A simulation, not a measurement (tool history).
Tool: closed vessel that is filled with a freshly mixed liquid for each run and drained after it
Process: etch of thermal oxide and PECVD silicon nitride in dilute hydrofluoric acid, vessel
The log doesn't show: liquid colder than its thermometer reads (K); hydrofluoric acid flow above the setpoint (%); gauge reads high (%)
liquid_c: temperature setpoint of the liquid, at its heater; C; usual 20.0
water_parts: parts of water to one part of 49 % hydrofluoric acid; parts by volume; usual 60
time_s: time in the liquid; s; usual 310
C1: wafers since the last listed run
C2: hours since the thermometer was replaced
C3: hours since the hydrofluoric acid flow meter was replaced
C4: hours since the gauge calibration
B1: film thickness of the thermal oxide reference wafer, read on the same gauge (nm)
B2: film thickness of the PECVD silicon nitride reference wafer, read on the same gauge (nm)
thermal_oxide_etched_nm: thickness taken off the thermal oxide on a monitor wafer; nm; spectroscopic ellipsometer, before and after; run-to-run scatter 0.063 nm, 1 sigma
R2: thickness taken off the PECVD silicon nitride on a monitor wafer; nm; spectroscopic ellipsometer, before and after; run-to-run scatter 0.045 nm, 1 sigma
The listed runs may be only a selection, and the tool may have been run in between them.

Run 1, day 0.000: usual settings; C1 0; C2 1540.2; C3 1786.4; C4 345.6; B1 59.99; B2 79.97. Result: thermal_oxide_etched_nm 19.81 nm, R2 10.40 nm.
Run 2, day 1.938: usual settings but liquid_c 18.5 C; C1 5499; C2 1586.7; C3 1832.9; C4 392.1; B1 59.98; B2 79.98. Result: thermal_oxide_etched_nm 18.79 nm, R2 9.36 nm.
Run 3, day 3.279: usual settings but liquid_c 18.5 C; C1 3808; C2 1618.9; C3 1865.1; C4 424.3; B1 59.97; B2 79.99. Result: thermal_oxide_etched_nm 18.72 nm, R2 9.36 nm.
Run 4, day 4.638: usual settings but liquid_c 18.5 C; C1 3855; C2 1651.5; C3 1897.7; C4 456.9; B1 60.00; B2 80.04. Result: thermal_oxide_etched_nm 18.63 nm, R2 9.39 nm.
Run 5, day 7.450: usual settings; C1 7982; C2 1719.0; C3 1965.2; C4 524.4; B1 60.00; B2 80.03. Result: thermal_oxide_etched_nm 19.80 nm, R2 10.41 nm.
Run 6, day 8.858: usual settings but liquid_c 21.5 C, time_s 245 s; C1 3997; C2 1752.8; C3 1999.0; C4 558.2; B1 59.98; B2 79.98. Result: thermal_oxide_etched_nm 16.77 nm, R2 9.16 nm.
Run 7, day 10.204: usual settings but liquid_c 18.0 C; C1 3819; C2 1785.1; C3 2031.3; C4 590.5; B1 59.99; B2 79.99. Result: thermal_oxide_etched_nm 18.29 nm, R2 8.98 nm.
At day 11.421: hydrofluoric acid flow meter replaced.
At day 12.050: thermometer replaced.
Run 8, day 12.921: usual settings but liquid_c 18.0 C; C1 7474; C2 20.9; C3 36.0; C4 655.7; B1 60.02; B2 79.99. Result: thermal_oxide_etched_nm 18.03 nm, R2 9.36 nm.
Run 9, day 15.621: usual settings; C1 7663; C2 85.7; C3 100.8; C4 720.5; B1 60.05; B2 80.01. Result: thermal_oxide_etched_nm 19.51 nm, R2 10.68 nm.
Run 10, day 17.650: usual settings but liquid_c 22.0 C; C1 5759; C2 134.4; C3 149.5; C4 769.2; B1 60.01; B2 79.94. Result: thermal_oxide_etched_nm 21.27 nm, R2 12.20 nm.
Run 11, day 19.192: usual settings but liquid_c 23.5 C, water_parts 35 parts by volume; C1 4375; C2 171.4; C3 186.5; C4 806.2; B1 60.01; B2 80.01. Result: thermal_oxide_etched_nm 40.27 nm, R2 23.08 nm.
Run 12, day 21.117: usual settings but water_parts 40 parts by volume, time_s 450 s; C1 5463; C2 217.6; C3 232.7; C4 852.4; B1 60.00; B2 79.97. Result: thermal_oxide_etched_nm 43.84 nm, R2 23.04 nm.
Run 13, day 22.725: usual settings but water_parts 50 parts by volume; C1 4565; C2 256.2; C3 271.3; C4 891.0; B1 60.01; B2 79.97. Result: thermal_oxide_etched_nm 23.73 nm, R2 12.63 nm.
Run 14, day 24.183: usual settings but water_parts 70 parts by volume, time_s 155 s; C1 4139; C2 291.2; C3 306.3; C4 926.0; B1 59.98; B2 80.03. Result: thermal_oxide_etched_nm 8.34 nm, R2 4.60 nm.
At day 24.754: gauge calibrated.
Run 15, day 26.583: usual settings but liquid_c 18.5 C, water_parts 40 parts by volume, time_s 480 s; C1 6812; C2 348.8; C3 363.9; C4 43.9; B1 60.01; B2 80.03. Result: thermal_oxide_etched_nm 43.76 nm, R2 21.97 nm.
Run 16, day 32.792: usual settings; C1 17621; C2 497.8; C3 512.9; C4 192.9; B1 60.00; B2 80.03. Result: thermal_oxide_etched_nm 19.67 nm, R2 10.61 nm.

Forecast each of these 5 alternatives for the next run:
Run A, day 32.821: usual settings; C1 82; C2 498.5; C3 513.6; C4 193.6; B1 ?; B2 ?. Result: thermal_oxide_etched_nm ?, R2 ?.
Run B, day 32.821: usual settings but liquid_c 23.0 C; C1 82; C2 498.5; C3 513.6; C4 193.6; B1 ?; B2 ?. Result: thermal_oxide_etched_nm ?, R2 ?.
Run C, day 32.821: usual settings but liquid_c 23.0 C, water_parts 70 parts by volume, time_s 205 s; C1 82; C2 498.5; C3 513.6; C4 193.6; B1 ?; B2 ?. Result: thermal_oxide_etched_nm ?, R2 ?.
Run D, day 32.821: usual settings but liquid_c 18.5 C, water_parts 50 parts by volume, time_s 390 s; C1 82; C2 498.5; C3 513.6; C4 193.6; B1 ?; B2 ?. Result: thermal_oxide_etched_nm ?, R2 ?.
Run E, day 32.821: usual settings but liquid_c 17.0 C, time_s 255 s; C1 82; C2 498.5; C3 513.6; C4 193.6; B1 ?; B2 ?. Result: thermal_oxide_etched_nm ?, R2 ?.

run     B1     B2  thermal_oxide_etched_nm     R2
  A  60.03  80.04                    19.64  10.66
  B  60.03  80.04                    22.27  13.10
  C  60.03  80.04                    12.47   7.45
  D  60.03  80.04                    28.11  14.41
  E  60.03  80.04                    14.20   7.10
Take away the tool's hidden state, keep each run's random variation, and the runs would have read:
run  thermal_oxide_etched_nm     R2
  A                    19.45  10.77
  B                    22.04  13.22
  C                    12.33   7.52
  D                    27.87  14.57
  E                    14.07   7.18

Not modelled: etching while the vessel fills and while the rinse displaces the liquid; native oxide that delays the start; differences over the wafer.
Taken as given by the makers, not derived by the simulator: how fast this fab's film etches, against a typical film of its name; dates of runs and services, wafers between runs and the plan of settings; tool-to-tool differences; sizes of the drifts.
